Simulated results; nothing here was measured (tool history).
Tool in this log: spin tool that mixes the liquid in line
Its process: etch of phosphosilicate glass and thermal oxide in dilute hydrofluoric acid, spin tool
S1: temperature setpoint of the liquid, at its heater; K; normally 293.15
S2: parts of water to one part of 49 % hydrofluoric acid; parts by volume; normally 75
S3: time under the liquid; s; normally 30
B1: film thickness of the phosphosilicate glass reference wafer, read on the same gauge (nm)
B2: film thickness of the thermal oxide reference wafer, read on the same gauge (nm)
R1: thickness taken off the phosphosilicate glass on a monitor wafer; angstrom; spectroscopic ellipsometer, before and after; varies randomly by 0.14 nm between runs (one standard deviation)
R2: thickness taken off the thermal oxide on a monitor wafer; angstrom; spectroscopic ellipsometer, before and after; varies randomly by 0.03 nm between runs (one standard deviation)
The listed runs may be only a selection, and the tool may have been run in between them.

{"run": 1, "hour": 0.0, "S1": 293.15, "S2": 75, "S3": 30, "B1": 149.99, "B2": 140.017, "R1": 205.5, "R2": 14.02}
{"run": 2, "hour": 14.4, "S1": 295.65, "S2": 75, "S3": 30, "B1": 150.05, "B2": 139.998, "R1": 226.9, "R2": 16.14}
{"run": 3, "hour": 31.1, "S1": 290.15, "S2": 75, "S3": 30, "B1": 150, "B2": 140.004, "R1": 181.3, "R2": 12.75}
{"hour": 32.4, "done": "gauge calibrated"}
{"run": 4, "hour": 46.0, "S1": 290.15, "S2": 75, "S3": 30, "B1": 150.02, "B2": 139.981, "R1": 180.2, "R2": 12.57}
{"hour": 50.0, "done": "hydrofluoric acid flow meter replaced"}
{"run": 5, "hour": 62.8, "S1": 293.15, "S2": 75, "S3": 30, "B1": 150.02, "B2": 139.986, "R1": 226.2, "R2": 15.91}
{"hour": 66.7, "done": "thermometer replaced"}
{"run": 6, "hour": 78.9, "S1": 293.15, "S2": 75, "S3": 30, "B1": 149.99, "B2": 139.998, "R1": 226.8, "R2": 15.68}
{"run": 7, "hour": 85.6, "S1": 296.15, "S2": 45, "S3": 40, "B1": 149.97, "B2": 139.964, "R1": 590.1, "R2": 39.35}
{"run": 8, "hour": 92.8, "S1": 293.15, "S2": 75, "S3": 30, "B1": 150.01, "B2": 140.011, "R1": 226.8, "R2": 15.32}
{"run": 9, "hour": 103.5, "S1": 293.15, "S2": 75, "S3": 30, "B1": 150.01, "B2": 139.978, "R1": 226.5, "R2": 15.2}
{"run": 10, "hour": 114.9, "S1": 290.15, "S2": 55, "S3": 50, "B1": 150, "B2": 140.021, "R1": 460.4, "R2": 32.19}
{"run": 11, "hour": 131.3, "S1": 296.15, "S2": 55, "S3": 45, "B1": 149.94, "B2": 139.976, "R1": 529.6, "R2": 36.77}
{"run": 12, "hour": 142.9, "S1": 294.65, "S2": 110, "S3": 35, "B1": 150.02, "B2": 139.995, "R1": 183.5, "R2": 12.94}
{"run": 13, "hour": 159.4, "S1": 296.65, "S2": 40, "S3": 50, "B1": 150.01, "B2": 140, "R1": 842.9, "R2": 58.98}
{"run": 14, "hour": 168.1, "S1": 293.15, "S2": 95, "S3": 40, "B1": 150, "B2": 139.998, "R1": 228.9, "R2": 15.66}
{"run": 15, "hour": 179.3, "S1": 293.15, "S2": 60, "S3": 30, "B1": 149.99, "B2": 139.998, "R1": 284.3, "R2": 19.38}
{"run": 16, "hour": 195.8, "S1": 293.15, "S2": 75, "S3": 30, "B1": 149.99, "B2": 139.987, "R1": 221.7, "R2": 15.46}
{"run": 17, "hour": 213.5, "S1": 290.15, "S2": 35, "S3": 35, "B1": 149.96, "B2": 140.008, "R1": 512.1, "R2": 35.2}
{"run": 18, "hour": 219.6, "S1": 290.15, "S2": 35, "S3": 15, "B1": 150, "B2": 139.99, "R1": 220.6, "R2": 15.15}
{"run": 19, "hour": 236.8, "S1": 291.15, "S2": 100, "S3": 25, "B1": 149.97, "B2": 140.019, "R1": 124.5, "R2": 8.72}
{"run": 20, "hour": 249.6, "S1": 290.15, "S2": 105, "S3": 30, "B1": 150.03, "B2": 140.017, "R1": 136, "R2": 9.32}
{"run": 21, "hour": 255.8, "S1": 293.15, "S2": 95, "S3": 40, "B1": 150, "B2": 139.997, "R1": 226.4, "R2": 15.74}
{"run": 22, "hour": 268.2, "S1": 293.15, "S2": 75, "S3": 40, "B1": 149.98, "B2": 140.014, "R1": 294.1, "R2": 19.87}
{"run": 23, "hour": 285.6, "S1": 290.15, "S2": 50, "S3": 45, "B1": 149.99, "B2": 140.003, "R1": 450.9, "R2": 32.1}
{"run": 24, "hour": 292.4, "S1": 293.15, "S2": 35, "S3": 30, "B1": 149.99, "B2": 139.996, "R1": 504.3, "R2": 35.27}
{"run": 25, "hour": 307.1, "S1": 297.15, "S2": 85, "S3": 15, "B1": 149.97, "B2": 140.008, "R1": 114.6, "R2": 7.53}
{"run": 26, "hour": 320.6, "S1": 293.15, "S2": 75, "S3": 20, "B1": 149.98, "B2": 139.99, "R1": 147, "R2": 10.15}
{"run": 27, "hour": 336.9, "S1": 290.15, "S2": 45, "S3": 30, "B1": 149.96, "B2": 140.008, "R1": 335.6, "R2": 22.65}

Each row is a separate what-if for the run after 27, all from the same tool condition, not one after another. Results?
{"run": "A", "hour": 337.3, "S1": 293.15, "S2": 50, "S3": 30, "B1": "?", "B2": "?", "R1": "?", "R2": "?"}
{"run": "B", "hour": 337.3, "S1": 293.15, "S2": 75, "S3": 45, "B1": "?", "B2": "?", "R1": "?", "R2": "?"}
{"run": "C", "hour": 337.3, "S1": 296.65, "S2": 75, "S3": 30, "B1": "?", "B2": "?", "R1": "?", "R2": "?"}

run=A B1=150.04 B2=139.984 R1=338.4 R2=23.93
run=B B1=150.04 B2=139.984 R1=328.3 R2=23.22
run=C B1=150.04 B2=139.984 R1=252.7 R2=17.87
The same runs, with their run-to-run variation unchanged, on a tool lacking any hidden condition would have given:
run=A R1=348 R2=24.61
run=B R1=337.9 R2=23.9
run=C R1=260.1 R2=18.4
